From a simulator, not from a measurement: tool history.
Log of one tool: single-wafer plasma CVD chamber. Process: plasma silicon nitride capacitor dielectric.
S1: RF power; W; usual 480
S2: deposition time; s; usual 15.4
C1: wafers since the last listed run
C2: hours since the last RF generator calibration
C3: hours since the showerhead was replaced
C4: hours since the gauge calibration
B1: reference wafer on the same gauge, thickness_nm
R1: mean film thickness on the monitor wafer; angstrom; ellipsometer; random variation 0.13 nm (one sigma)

run    hour   S1    S2    C1      C2      C3     C4      B1      R1
  1     0.0  480  15.4     0   917.0  4267.6  459.8  26.027  244.87
  2    67.2  480  15.4  1736   984.2  4334.8  527.0  26.095  242.86
  3   107.7  480  15.4  1046  1024.7  4375.3  567.5  26.114  246.59
  4   190.8  480  15.4  2147  1107.8  4458.4  650.6  26.256  244.59
  5   360.5  415  15.4  4385  1277.5  4628.1  820.3  26.481  240.38
      415.1  -- gauge calibrated
  6   444.4  480  15.4  2168  1361.4  4712.0   29.3  26.072  242.40
  7   536.1  480  15.4  2369  1453.1  4803.7  121.0  26.037  246.21
      579.2  -- RF generator calibrated
  8   624.1  480  15.4  2067    44.9  4891.7  209.0  26.113  245.98
  9   686.1  425  15.4  1602   106.9  4953.7  271.0  26.094  237.68
 10   773.1  480  17.5  2248   193.9  5040.7  358.0  26.134  275.98
 11   866.7  480  13.2  2418   287.5  5134.3  451.6  26.210  212.16
      943.2  -- showerhead replaced
 12   944.2  530  17.4  1795   365.0     1.0  529.1  26.258  282.45
 13   983.1  480  14.5  1005   403.9    39.9  568.0  26.314  233.03
 14  1061.7  480  15.4  2031   482.5   118.5  646.6  26.425  245.70
     1160.0  -- gauge calibrated
 15  1165.3  480  15.4  2677   586.1   222.1    5.3  25.861  242.49
 16  1260.2  480  13.6  2452   681.0   317.0  100.2  25.853  215.70
 17  1308.5  480  15.4  1248   729.3   365.3  148.5  25.864  245.05
 18  1370.6  525  17.9  1604   791.4   427.4  210.6  25.884  287.49

Forecast each of these 4 alternatives for the next run:
  A  1371.0  480  15.4  10  791.8  427.8  211.0   ?   ?
  B  1371.0  550  18.4  10  791.8  427.8  211.0   ?   ?
  C  1371.0  480  14.6  10  791.8  427.8  211.0   ?   ?
  D  1371.0  430  14.4  10  791.8  427.8  211.0   ?   ?

run      B1      R1
  A  25.922  241.53
  B  25.922  297.27
  C  25.922  228.99
  D  25.922  220.69
Without the tool's hidden state the same runs would have given:
run      R1
  A  241.50
  B  297.22
  C  228.95
  D  220.65

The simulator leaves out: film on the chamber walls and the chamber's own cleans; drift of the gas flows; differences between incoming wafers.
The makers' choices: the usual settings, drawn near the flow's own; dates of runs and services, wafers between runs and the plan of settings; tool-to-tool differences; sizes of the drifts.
